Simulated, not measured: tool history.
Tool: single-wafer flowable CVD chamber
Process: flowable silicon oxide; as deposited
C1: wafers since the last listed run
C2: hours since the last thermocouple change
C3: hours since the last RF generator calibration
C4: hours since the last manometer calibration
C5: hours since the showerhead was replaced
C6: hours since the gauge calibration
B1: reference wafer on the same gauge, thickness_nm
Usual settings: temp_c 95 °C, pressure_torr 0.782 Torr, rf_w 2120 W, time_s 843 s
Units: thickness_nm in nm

{"run": 1, "hour": 0.0, "temp_c": 95, "pressure_torr": 0.917, "rf_w": 2120, "time_s": 951, "C1": 0, "C2": 107.1, "C3": 2082.4, "C4": 573.5, "C5": 4588.8, "C6": 1055.9, "B1": 442.528, "thickness_nm": 703.567}
{"run": 2, "hour": 49.4, "temp_c": 95, "pressure_torr": 0.917, "rf_w": 2120, "time_s": 951, "C1": 140, "C2": 156.5, "C3": 2131.8, "C4": 622.9, "C5": 4638.2, "C6": 1105.3, "B1": 443.142, "thickness_nm": 709.956}
{"run": 3, "hour": 106.4, "temp_c": 95, "pressure_torr": 0.917, "rf_w": 2120, "time_s": 951, "C1": 161, "C2": 213.5, "C3": 2188.8, "C4": 679.9, "C5": 4695.2, "C6": 1162.3, "B1": 442.248, "thickness_nm": 707.448}
{"run": 4, "hour": 174.0, "temp_c": 104, "pressure_torr": 0.782, "rf_w": 2120, "time_s": 843, "C1": 191, "C2": 281.1, "C3": 2256.4, "C4": 747.5, "C5": 4762.8, "C6": 1229.9, "B1": 442.636, "thickness_nm": 393.749}
{"run": 5, "hour": 242.4, "temp_c": 104, "pressure_torr": 0.782, "rf_w": 2120, "time_s": 843, "C1": 194, "C2": 349.5, "C3": 2324.8, "C4": 815.9, "C5": 4831.2, "C6": 1298.3, "B1": 443.388, "thickness_nm": 392.489}
{"run": 6, "hour": 275.0, "temp_c": 104, "pressure_torr": 0.782, "rf_w": 2120, "time_s": 843, "C1": 92, "C2": 382.1, "C3": 2357.4, "C4": 848.5, "C5": 4863.8, "C6": 1330.9, "B1": 442.912, "thickness_nm": 389.589}
{"run": 7, "hour": 326.9, "temp_c": 101, "pressure_torr": 0.782, "rf_w": 2120, "time_s": 843, "C1": 147, "C2": 434, "C3": 2409.3, "C4": 900.4, "C5": 4915.7, "C6": 1382.8, "B1": 442.893, "thickness_nm": 438.283}
{"hour": 362.5, "done": "gauge calibrated"}
{"run": 8, "hour": 397.9, "temp_c": 101, "pressure_torr": 0.782, "rf_w": 2120, "time_s": 843, "C1": 201, "C2": 505, "C3": 2480.3, "C4": 971.4, "C5": 4986.7, "C6": 35.4, "B1": 443.104, "thickness_nm": 436.959}
{"run": 9, "hour": 428.5, "temp_c": 101, "pressure_torr": 0.782, "rf_w": 2120, "time_s": 843, "C1": 86, "C2": 535.6, "C3": 2510.9, "C4": 1002, "C5": 5017.3, "C6": 66, "B1": 443.078, "thickness_nm": 434.895}
{"run": 10, "hour": 453.5, "temp_c": 95, "pressure_torr": 0.721, "rf_w": 2120, "time_s": 843, "C1": 71, "C2": 560.6, "C3": 2535.9, "C4": 1027, "C5": 5042.3, "C6": 91, "B1": 442.9, "thickness_nm": 496.526}
{"run": 11, "hour": 500.7, "temp_c": 95, "pressure_torr": 0.782, "rf_w": 2120, "time_s": 843, "C1": 134, "C2": 607.8, "C3": 2583.1, "C4": 1074.2, "C5": 5089.5, "C6": 138.2, "B1": 442.829, "thickness_nm": 547.833}
{"run": 12, "hour": 560.0, "temp_c": 100, "pressure_torr": 0.643, "rf_w": 2120, "time_s": 843, "C1": 168, "C2": 667.1, "C3": 2642.4, "C4": 1133.5, "C5": 5148.8, "C6": 197.5, "B1": 442.8, "thickness_nm": 378.067}
{"hour": 605.4, "done": "RF generator calibrated"}
{"run": 13, "hour": 612.9, "temp_c": 88, "pressure_torr": 0.782, "rf_w": 2120, "time_s": 843, "C1": 127, "C2": 720, "C3": 7.5, "C4": 1186.4, "C5": 5201.7, "C6": 250.4, "B1": 443.261, "thickness_nm": 693.478}
{"hour": 704.8, "done": "capacitance manometer re-zeroed and calibrated"}
{"run": 14, "hour": 749.8, "temp_c": 99, "pressure_torr": 0.782, "rf_w": 2380, "time_s": 967, "C1": 366, "C2": 856.9, "C3": 144.4, "C4": 45, "C5": 5338.6, "C6": 387.3, "B1": 442.904, "thickness_nm": 556.41}
{"run": 15, "hour": 817.3, "temp_c": 87, "pressure_torr": 0.711, "rf_w": 1945, "time_s": 691, "C1": 191, "C2": 924.4, "C3": 211.9, "C4": 112.5, "C5": 5406.1, "C6": 454.8, "B1": 442.746, "thickness_nm": 527.972}
{"run": 16, "hour": 876.3, "temp_c": 106, "pressure_torr": 0.782, "rf_w": 2230, "time_s": 843, "C1": 167, "C2": 983.4, "C3": 270.9, "C4": 171.5, "C5": 5465.1, "C6": 513.8, "B1": 442.984, "thickness_nm": 372.737}
{"hour": 1007.4, "done": "thermocouple changed; heater temperature recalibrated"}
{"run": 17, "hour": 1083.8, "temp_c": 87, "pressure_torr": 0.925, "rf_w": 2425, "time_s": 973, "C1": 566, "C2": 76.4, "C3": 478.4, "C4": 379, "C5": 5672.6, "C6": 721.3, "B1": 442.488, "thickness_nm": 975.919}
{"run": 18, "hour": 1139.0, "temp_c": 103, "pressure_torr": 0.782, "rf_w": 2120, "time_s": 911, "C1": 156, "C2": 131.6, "C3": 533.6, "C4": 434.2, "C5": 5727.8, "C6": 776.5, "B1": 443.227, "thickness_nm": 438.845}
{"run": 19, "hour": 1196.0, "temp_c": 106, "pressure_torr": 0.913, "rf_w": 2010, "time_s": 987, "C1": 161, "C2": 188.6, "C3": 590.6, "C4": 491.2, "C5": 5784.8, "C6": 833.5, "B1": 443.098, "thickness_nm": 487.72}
{"hour": 1241.8, "done": "showerhead replaced"}
{"run": 20, "hour": 1250.2, "temp_c": 95, "pressure_torr": 0.905, "rf_w": 2120, "time_s": 843, "C1": 131, "C2": 242.8, "C3": 644.8, "C4": 545.4, "C5": 8.4, "C6": 887.7, "B1": 443.063, "thickness_nm": 627.818}
{"run": 21, "hour": 1311.2, "temp_c": 95, "pressure_torr": 0.878, "rf_w": 2120, "time_s": 843, "C1": 173, "C2": 303.8, "C3": 705.8, "C4": 606.4, "C5": 69.4, "C6": 948.7, "B1": 442.868, "thickness_nm": 605.982}
{"run": 22, "hour": 1354.3, "temp_c": 95, "pressure_torr": 0.782, "rf_w": 2120, "time_s": 843, "C1": 122, "C2": 346.9, "C3": 748.9, "C4": 649.5, "C5": 112.5, "C6": 991.8, "B1": 443.015, "thickness_nm": 542.884}
{"run": 23, "hour": 1416.2, "temp_c": 95, "pressure_torr": 0.782, "rf_w": 2120, "time_s": 843, "C1": 175, "C2": 408.8, "C3": 810.8, "C4": 711.4, "C5": 174.4, "C6": 1053.7, "B1": 442.386, "thickness_nm": 543.443}
{"run": 24, "hour": 1480.4, "temp_c": 95, "pressure_torr": 0.782, "rf_w": 1845, "time_s": 781, "C1": 182, "C2": 473, "C3": 875, "C4": 775.6, "C5": 238.6, "C6": 1117.9, "B1": 443.561, "thickness_nm": 489.351}
{"run": 25, "hour": 1539.9, "temp_c": 101, "pressure_torr": 0.971, "rf_w": 1705, "time_s": 979, "C1": 168, "C2": 532.5, "C3": 934.5, "C4": 835.1, "C5": 298.1, "C6": 1177.4, "B1": 443.412, "thickness_nm": 610.662}
{"run": 26, "hour": 1585.0, "temp_c": 95, "pressure_torr": 0.782, "rf_w": 2120, "time_s": 843, "C1": 128, "C2": 577.6, "C3": 979.6, "C4": 880.2, "C5": 343.2, "C6": 1222.5, "B1": 443, "thickness_nm": 541.354}
{"run": 27, "hour": 1631.0, "temp_c": 95, "pressure_torr": 0.608, "rf_w": 2410, "time_s": 990, "C1": 130, "C2": 623.6, "C3": 1025.6, "C4": 926.2, "C5": 389.2, "C6": 1268.5, "B1": 443.581, "thickness_nm": 507.531}

Forecast each of these 5 alternatives for the next run:
{"run": "A", "hour": 1631.6, "temp_c": 95, "pressure_torr": 0.782, "rf_w": 2120, "time_s": 843, "C1": 1, "C2": 624.2, "C3": 1026.2, "C4": 926.8, "C5": 389.8, "C6": 1269.1, "B1": "?", "thickness_nm": "?"}
{"run": "B", "hour": 1631.6, "temp_c": 87, "pressure_torr": 0.782, "rf_w": 2120, "time_s": 843, "C1": 1, "C2": 624.2, "C3": 1026.2, "C4": 926.8, "C5": 389.8, "C6": 1269.1, "B1": "?", "thickness_nm": "?"}
{"run": "C", "hour": 1631.6, "temp_c": 95, "pressure_torr": 0.782, "rf_w": 2120, "time_s": 793, "C1": 1, "C2": 624.2, "C3": 1026.2, "C4": 926.8, "C5": 389.8, "C6": 1269.1, "B1": "?", "thickness_nm": "?"}
{"run": "D", "hour": 1631.6, "temp_c": 90, "pressure_torr": 0.848, "rf_w": 2120, "time_s": 843, "C1": 1, "C2": 624.2, "C3": 1026.2, "C4": 926.8, "C5": 389.8, "C6": 1269.1, "B1": "?", "thickness_nm": "?"}
{"run": "E", "hour": 1631.6, "temp_c": 85, "pressure_torr": 0.697, "rf_w": 2235, "time_s": 889, "C1": 1, "C2": 624.2, "C3": 1026.2, "C4": 926.8, "C5": 389.8, "C6": 1269.1, "B1": "?", "thickness_nm": "?"}

run=A B1=442.614 thickness_nm=545.155
run=B B1=442.614 thickness_nm=714.912
run=C B1=442.614 thickness_nm=512.821
run=D B1=442.614 thickness_nm=704.822
run=E B1=442.614 thickness_nm=722.057
Without the tool's hidden state the same runs would have given:
run=A thickness_nm=536.115
run=B thickness_nm=704.287
run=C thickness_nm=504.317
run=D thickness_nm=694.531
run=E thickness_nm=711.197
